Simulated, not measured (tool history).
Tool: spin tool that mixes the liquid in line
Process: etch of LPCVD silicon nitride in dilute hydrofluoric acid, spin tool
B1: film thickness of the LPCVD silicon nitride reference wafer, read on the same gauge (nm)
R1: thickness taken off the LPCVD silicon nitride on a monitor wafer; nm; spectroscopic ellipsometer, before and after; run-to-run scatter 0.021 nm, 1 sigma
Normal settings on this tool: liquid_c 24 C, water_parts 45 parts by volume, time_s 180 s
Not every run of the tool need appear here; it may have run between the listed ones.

run 1 hour=0 | liquid_c=24 water_parts=55 time_s=180 | B1=130.005 | R1=1.514
run 2 hour=98.7 | liquid_c=24 water_parts=45 time_s=180 | B1=130.012 | R1=1.877
-- hour=130.6 hydrofluoric acid flow meter replaced
run 3 hour=401.2 | liquid_c=24 water_parts=45 time_s=140 | B1=129.998 | R1=1.433
run 4 hour=494.8 | liquid_c=24 water_parts=30 time_s=180 | B1=130.02 | R1=2.735
run 5 hour=579.2 | liquid_c=24 water_parts=30 time_s=180 | B1=130.004 | R1=2.725
run 6 hour=625.7 | liquid_c=24 water_parts=30 time_s=180 | B1=130.004 | R1=2.77
run 7 hour=662.2 | liquid_c=24 water_parts=45 time_s=180 | B1=129.982 | R1=1.869
-- hour=677.7 thermometer replaced
run 8 hour=732.3 | liquid_c=24 water_parts=45 time_s=180 | B1=129.991 | R1=1.848
run 9 hour=833.2 | liquid_c=24 water_parts=45 time_s=180 | B1=129.98 | R1=1.875
run 10 hour=906.2 | liquid_c=20.5 water_parts=45 time_s=180 | B1=130.004 | R1=1.437
run 11 hour=1009.2 | liquid_c=20.5 water_parts=45 time_s=180 | B1=129.992 | R1=1.486
run 12 hour=1105.6 | liquid_c=24 water_parts=40 time_s=115 | B1=129.979 | R1=1.321
run 13 hour=1145.6 | liquid_c=24 water_parts=45 time_s=180 | B1=129.989 | R1=1.874
run 14 hour=1216.3 | liquid_c=22.5 water_parts=65 time_s=240 | B1=130.006 | R1=1.567
-- hour=1282.1 hydrofluoric acid flow meter replaced
run 15 hour=1300.2 | liquid_c=25.5 water_parts=65 time_s=180 | B1=129.976 | R1=1.459
run 16 hour=1337.7 | liquid_c=24 water_parts=50 time_s=135 | B1=129.987 | R1=1.275
-- hour=1413 gauge calibrated
run 17 hour=1444.7 | liquid_c=27 water_parts=65 time_s=90 | B1=130.016 | R1=0.803
-- hour=1471.9 thermometer replaced
run 18 hour=1519.2 | liquid_c=24 water_parts=45 time_s=180 | B1=129.989 | R1=1.842
run 19 hour=1588.3 | liquid_c=20.5 water_parts=35 time_s=285 | B1=130.02 | R1=2.918
run 20 hour=1630.3 | liquid_c=26 water_parts=30 time_s=180 | B1=130.042 | R1=3.203
run 21 hour=1676.4 | liquid_c=24 water_parts=55 time_s=75 | B1=130.013 | R1=0.631
run 22 hour=1761.2 | liquid_c=24 water_parts=45 time_s=235 | B1=130.029 | R1=2.444
run 23 hour=1850.2 | liquid_c=24 water_parts=65 time_s=180 | B1=130.013 | R1=1.278
run 24 hour=1931.2 | liquid_c=24 water_parts=35 time_s=180 | B1=129.997 | R1=2.353
run 25 hour=2011.5 | liquid_c=25.5 water_parts=50 time_s=180 | B1=130.004 | R1=1.835
run 26 hour=2094.9 | liquid_c=24 water_parts=45 time_s=180 | B1=130.004 | R1=1.875
run 27 hour=2132.4 | liquid_c=24 water_parts=45 time_s=110 | B1=129.96 | R1=1.131
run 28 hour=2178.9 | liquid_c=28.5 water_parts=55 time_s=130 | B1=129.97 | R1=1.488
run 29 hour=2245.1 | liquid_c=21.5 water_parts=30 time_s=250 | B1=130.005 | R1=3.2
-- hour=2320.5 thermometer replaced
run 30 hour=2334.4 | liquid_c=22.5 water_parts=65 time_s=240 | B1=129.998 | R1=1.539
-- hour=2365.8 hydrofluoric acid flow meter replaced
run 31 hour=2391.2 | liquid_c=27 water_parts=45 time_s=245 | B1=130.016 | R1=3.08
run 32 hour=2450.1 | liquid_c=24 water_parts=60 time_s=260 | B1=129.988 | R1=2.024
run 33 hour=2499.2 | liquid_c=24 water_parts=45 time_s=270 | B1=129.976 | R1=2.746

3 ways to go on from here, each from the tool as it stands after run 33. What would each give?
run A hour=2499.7 | liquid_c=24 water_parts=45 time_s=180 | B1=? | R1=?
run B hour=2499.7 | liquid_c=27.5 water_parts=55 time_s=230 | B1=? | R1=?
run C hour=2499.7 | liquid_c=22.5 water_parts=25 time_s=270 | B1=? | R1=?

run=A B1=129.999 R1=1.885
run=B B1=129.999 R1=2.497
run=C B1=129.999 R1=4.51
Without the tool's unlogged condition, the same runs would have read:
run=A R1=1.885
run=B R1=2.497
run=C R1=4.51
